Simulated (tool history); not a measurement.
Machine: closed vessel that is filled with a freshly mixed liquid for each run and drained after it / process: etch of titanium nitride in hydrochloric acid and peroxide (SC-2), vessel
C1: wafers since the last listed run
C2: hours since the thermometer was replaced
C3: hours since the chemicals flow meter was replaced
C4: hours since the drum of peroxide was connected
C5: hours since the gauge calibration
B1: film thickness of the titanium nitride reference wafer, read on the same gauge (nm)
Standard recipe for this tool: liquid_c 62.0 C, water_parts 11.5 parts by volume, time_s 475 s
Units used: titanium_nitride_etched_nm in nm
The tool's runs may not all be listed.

run 1 hour=0.0 | liquid_c=62.0 water_parts=11.5 time_s=655 | C1=0 C2=574.0 C3=2250.3 C4=1367.3 C5=63.2 | B1=59.98 | titanium_nitride_etched_nm=22.49
run 2 hour=11.0 | liquid_c=62.0 water_parts=11.5 time_s=475 | C1=858 C2=585.0 C3=2261.3 C4=1378.3 C5=74.2 | B1=60.00 | titanium_nitride_etched_nm=16.33
run 3 hour=26.7 | liquid_c=62.0 water_parts=11.5 time_s=475 | C1=1225 C2=600.7 C3=2277.0 C4=1394.0 C5=89.9 | B1=60.04 | titanium_nitride_etched_nm=16.25
run 4 hour=35.0 | liquid_c=57.5 water_parts=11.5 time_s=475 | C1=647 C2=609.0 C3=2285.3 C4=1402.3 C5=98.2 | B1=59.97 | titanium_nitride_etched_nm=12.22
run 5 hour=50.0 | liquid_c=57.5 water_parts=11.5 time_s=475 | C1=1170 C2=624.0 C3=2300.3 C4=1417.3 C5=113.2 | B1=60.02 | titanium_nitride_etched_nm=12.26
run 6 hour=65.1 | liquid_c=57.5 water_parts=11.5 time_s=475 | C1=1178 C2=639.1 C3=2315.4 C4=1432.4 C5=128.3 | B1=60.02 | titanium_nitride_etched_nm=12.26
run 7 hour=72.7 | liquid_c=62.0 water_parts=11.5 time_s=475 | C1=593 C2=646.7 C3=2323.0 C4=1440.0 C5=135.9 | B1=60.00 | titanium_nitride_etched_nm=16.27
run 8 hour=89.7 | liquid_c=62.0 water_parts=11.5 time_s=475 | C1=1326 C2=663.7 C3=2340.0 C4=1457.0 C5=152.9 | B1=59.96 | titanium_nitride_etched_nm=16.15
run 9 hour=99.2 | liquid_c=62.0 water_parts=6.0 time_s=475 | C1=741 C2=673.2 C3=2349.5 C4=1466.5 C5=162.4 | B1=59.99 | titanium_nitride_etched_nm=27.32
-- hour=100.3 gauge calibrated
run 10 hour=107.3 | liquid_c=70.5 water_parts=8.0 time_s=255 | C1=632 C2=681.3 C3=2357.6 C4=1474.6 C5=7.0 | B1=60.00 | titanium_nitride_etched_nm=19.66
run 11 hour=118.1 | liquid_c=57.0 water_parts=6.0 time_s=390 | C1=842 C2=692.1 C3=2368.4 C4=1485.4 C5=17.8 | B1=59.95 | titanium_nitride_etched_nm=16.40
run 12 hour=126.6 | liquid_c=62.0 water_parts=13.0 time_s=735 | C1=663 C2=700.6 C3=2376.9 C4=1493.9 C5=26.3 | B1=60.02 | titanium_nitride_etched_nm=22.41
-- hour=129.7 chemicals flow meter replaced
run 13 hour=139.7 | liquid_c=62.0 water_parts=11.5 time_s=475 | C1=944 C2=713.7 C3=10.0 C4=1507.0 C5=39.4 | B1=60.00 | titanium_nitride_etched_nm=16.08
-- hour=144.9 thermometer replaced
-- hour=151.6 new drum of peroxide connected
run 14 hour=181.4 | liquid_c=62.0 water_parts=11.5 time_s=200 | C1=3098 C2=36.5 C3=51.7 C4=29.8 C5=81.1 | B1=59.99 | titanium_nitride_etched_nm=7.56
run 15 hour=191.0 | liquid_c=67.0 water_parts=8.5 time_s=700 | C1=749 C2=46.1 C3=61.3 C4=39.4 C5=90.7 | B1=59.99 | titanium_nitride_etched_nm=46.11
run 16 hour=201.3 | liquid_c=62.0 water_parts=9.5 time_s=310 | C1=803 C2=56.4 C3=71.6 C4=49.7 C5=101.0 | B1=60.00 | titanium_nitride_etched_nm=13.70
run 17 hour=217.0 | liquid_c=62.0 water_parts=11.5 time_s=475 | C1=1225 C2=72.1 C3=87.3 C4=65.4 C5=116.7 | B1=60.00 | titanium_nitride_etched_nm=17.88

Each row is a separate what-if for the run after 17, all from the same tool condition, not one after another. Results?
run A hour=217.8 | liquid_c=62.0 water_parts=11.5 time_s=475 | C1=62 C2=72.9 C3=88.1 C4=66.2 C5=117.5 | B1=? | titanium_nitride_etched_nm=?
run B hour=217.8 | liquid_c=71.5 water_parts=14.5 time_s=725 | C1=62 C2=72.9 C3=88.1 C4=66.2 C5=117.5 | B1=? | titanium_nitride_etched_nm=?
run C hour=217.8 | liquid_c=71.5 water_parts=11.5 time_s=205 | C1=62 C2=72.9 C3=88.1 C4=66.2 C5=117.5 | B1=? | titanium_nitride_etched_nm=?
run D hour=217.8 | liquid_c=56.0 water_parts=14.5 time_s=310 | C1=62 C2=72.9 C3=88.1 C4=66.2 C5=117.5 | B1=? | titanium_nitride_etched_nm=?

run=A B1=59.97 titanium_nitride_etched_nm=17.89
run=B B1=59.97 titanium_nitride_etched_nm=39.61
run=C B1=59.97 titanium_nitride_etched_nm=13.69
run=D B1=59.97 titanium_nitride_etched_nm=6.54
With the hidden condition removed and each run's random variation left untouched, the same runs would have given:
run=A titanium_nitride_etched_nm=18.30
run=B titanium_nitride_etched_nm=40.51
run=C titanium_nitride_etched_nm=14.00
run=D titanium_nitride_etched_nm=6.69

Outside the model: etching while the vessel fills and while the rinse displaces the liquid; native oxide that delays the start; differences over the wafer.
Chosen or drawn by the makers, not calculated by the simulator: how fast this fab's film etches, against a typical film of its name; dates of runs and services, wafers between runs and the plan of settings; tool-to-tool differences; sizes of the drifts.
